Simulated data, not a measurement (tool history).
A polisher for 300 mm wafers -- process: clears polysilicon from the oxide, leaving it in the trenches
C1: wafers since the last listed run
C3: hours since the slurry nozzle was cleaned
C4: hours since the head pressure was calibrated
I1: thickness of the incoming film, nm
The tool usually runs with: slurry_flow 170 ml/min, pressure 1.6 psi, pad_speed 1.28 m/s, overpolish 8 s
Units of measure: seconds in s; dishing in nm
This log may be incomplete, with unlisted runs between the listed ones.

run 1 hour=0.0 | slurry_flow=170 pressure=1.6 pad_speed=1.28 overpolish=8 | C1=0 wafers_polished_on_this_pad=745 C3=626.5 C4=1243.1 | I1=611.0 | seconds=68.4 dishing=41.9
-- hour=7.5 worn pad replaced by a new one
run 2 hour=16.0 | slurry_flow=170 pressure=1.6 pad_speed=1.28 overpolish=8 | C1=101 wafers_polished_on_this_pad=72 C3=642.5 C4=1259.1 | I1=604.5 | seconds=68.3 dishing=44.3
run 3 hour=49.1 | slurry_flow=170 pressure=1.6 pad_speed=1.28 overpolish=8 | C1=279 wafers_polished_on_this_pad=352 C3=675.6 C4=1292.2 | I1=612.3 | seconds=69.7 dishing=42.0
run 4 hour=66.8 | slurry_flow=170 pressure=1.6 pad_speed=1.28 overpolish=8 | C1=149 wafers_polished_on_this_pad=502 C3=693.3 C4=1309.9 | I1=612.6 | seconds=70.5 dishing=42.1
-- hour=82.6 worn pad replaced by a new one
run 5 hour=83.1 | slurry_flow=170 pressure=1.6 pad_speed=1.28 overpolish=8 | C1=104 wafers_polished_on_this_pad=4 C3=709.6 C4=1326.2 | I1=609.7 | seconds=70.7 dishing=41.3
run 6 hour=85.0 | slurry_flow=170 pressure=1.6 pad_speed=1.28 overpolish=8 | C1=16 wafers_polished_on_this_pad=20 C3=711.5 C4=1328.1 | I1=605.8 | seconds=69.8 dishing=40.6
run 7 hour=99.8 | slurry_flow=170 pressure=2.1 pad_speed=1.28 overpolish=8 | C1=125 wafers_polished_on_this_pad=145 C3=726.3 C4=1342.9 | I1=615.8 | seconds=55.6 dishing=48.4
run 8 hour=109.9 | slurry_flow=170 pressure=2.1 pad_speed=1.28 overpolish=8 | C1=85 wafers_polished_on_this_pad=231 C3=736.4 C4=1353.0 | I1=599.1 | seconds=53.5 dishing=46.1
run 9 hour=118.5 | slurry_flow=170 pressure=2.1 pad_speed=1.28 overpolish=8 | C1=72 wafers_polished_on_this_pad=303 C3=745.0 C4=1361.6 | I1=613.3 | seconds=54.5 dishing=47.9
-- hour=123.5 head pressure recalibrated
run 10 hour=132.9 | slurry_flow=170 pressure=1.6 pad_speed=1.28 overpolish=8 | C1=104 wafers_polished_on_this_pad=408 C3=759.4 C4=9.4 | I1=612.8 | seconds=74.2 dishing=40.7
run 11 hour=146.4 | slurry_flow=140 pressure=1.6 pad_speed=1.28 overpolish=8 | C1=114 wafers_polished_on_this_pad=523 C3=772.9 C4=22.9 | I1=607.9 | seconds=77.6 dishing=40.3
-- hour=155.6 slurry nozzle cleaned
run 12 hour=161.4 | slurry_flow=170 pressure=1.6 pad_speed=1.28 overpolish=8 | C1=118 wafers_polished_on_this_pad=641 C3=5.8 C4=37.9 | I1=615.0 | seconds=64.2 dishing=44.8
-- hour=178.5 worn pad replaced by a new one
run 13 hour=179.0 | slurry_flow=170 pressure=2.1 pad_speed=1.28 overpolish=8 | C1=115 wafers_polished_on_this_pad=4 C3=23.4 C4=55.5 | I1=599.3 | seconds=47.9 dishing=49.6
run 14 hour=188.9 | slurry_flow=170 pressure=1.6 pad_speed=1.28 overpolish=8 | C1=83 wafers_polished_on_this_pad=88 C3=33.3 C4=65.4 | I1=604.5 | seconds=63.6 dishing=43.0
run 15 hour=198.3 | slurry_flow=170 pressure=1.6 pad_speed=1.64 overpolish=8 | C1=79 wafers_polished_on_this_pad=167 C3=42.7 C4=74.8 | I1=619.7 | seconds=51.5 dishing=48.5
run 16 hour=209.8 | slurry_flow=115 pressure=1.6 pad_speed=1.28 overpolish=8 | C1=97 wafers_polished_on_this_pad=264 C3=54.2 C4=86.3 | I1=612.5 | seconds=68.7 dishing=42.4
run 17 hour=219.6 | slurry_flow=210 pressure=1.6 pad_speed=0.98 overpolish=12 | C1=82 wafers_polished_on_this_pad=347 C3=64.0 C4=96.1 | I1=603.3 | seconds=77.7 dishing=48.6
run 18 hour=230.9 | slurry_flow=230 pressure=1.2 pad_speed=1.70 overpolish=5 | C1=95 wafers_polished_on_this_pad=443 C3=75.3 C4=107.4 | I1=607.2 | seconds=62.1 dishing=33.8
run 19 hour=239.3 | slurry_flow=170 pressure=1.6 pad_speed=1.62 overpolish=6 | C1=71 wafers_polished_on_this_pad=514 C3=83.7 C4=115.8 | I1=614.6 | seconds=50.5 dishing=42.2
run 20 hour=245.5 | slurry_flow=130 pressure=2.0 pad_speed=1.66 overpolish=8 | C1=52 wafers_polished_on_this_pad=566 C3=89.9 C4=122.0 | I1=606.2 | seconds=41.0 dishing=52.4
run 21 hour=261.5 | slurry_flow=170 pressure=1.6 pad_speed=1.28 overpolish=8 | C1=135 wafers_polished_on_this_pad=702 C3=105.9 C4=138.0 | I1=616.1 | seconds=63.8 dishing=43.6

Each row is a separate what-if for the run after 21, all from the same tool condition, not one after another. Results?
run A hour=261.9 | slurry_flow=170 pressure=1.6 pad_speed=1.10 overpolish=8 | C1=3 wafers_polished_on_this_pad=705 C3=106.3 C4=138.4 | I1=616.4 | seconds=? dishing=?
run B hour=261.9 | slurry_flow=170 pressure=1.3 pad_speed=1.70 overpolish=5 | C1=3 wafers_polished_on_this_pad=705 C3=106.3 C4=138.4 | I1=616.4 | seconds=? dishing=?
run C hour=261.9 | slurry_flow=185 pressure=2.1 pad_speed=1.64 overpolish=3 | C1=3 wafers_polished_on_this_pad=705 C3=106.3 C4=138.4 | I1=616.4 | seconds=? dishing=?
run D hour=261.9 | slurry_flow=170 pressure=1.8 pad_speed=1.28 overpolish=10 | C1=3 wafers_polished_on_this_pad=705 C3=106.3 C4=138.4 | I1=616.4 | seconds=? dishing=?
run E hour=261.9 | slurry_flow=210 pressure=1.6 pad_speed=1.28 overpolish=12 | C1=3 wafers_polished_on_this_pad=705 C3=106.3 C4=138.4 | I1=616.4 | seconds=? dishing=?

run=A seconds=73.8 dishing=41.7
run=B seconds=60.7 dishing=35.3
run=C seconds=38.4 dishing=34.1
run=D seconds=57.1 dishing=52.3
run=E seconds=62.4 dishing=54.1
Without the tool's hidden state the same runs would have given:
run=A seconds=73.5 dishing=41.8
run=B seconds=60.5 dishing=35.4
run=C seconds=38.3 dishing=34.2
run=D seconds=56.9 dishing=52.4
run=E seconds=62.3 dishing=54.1
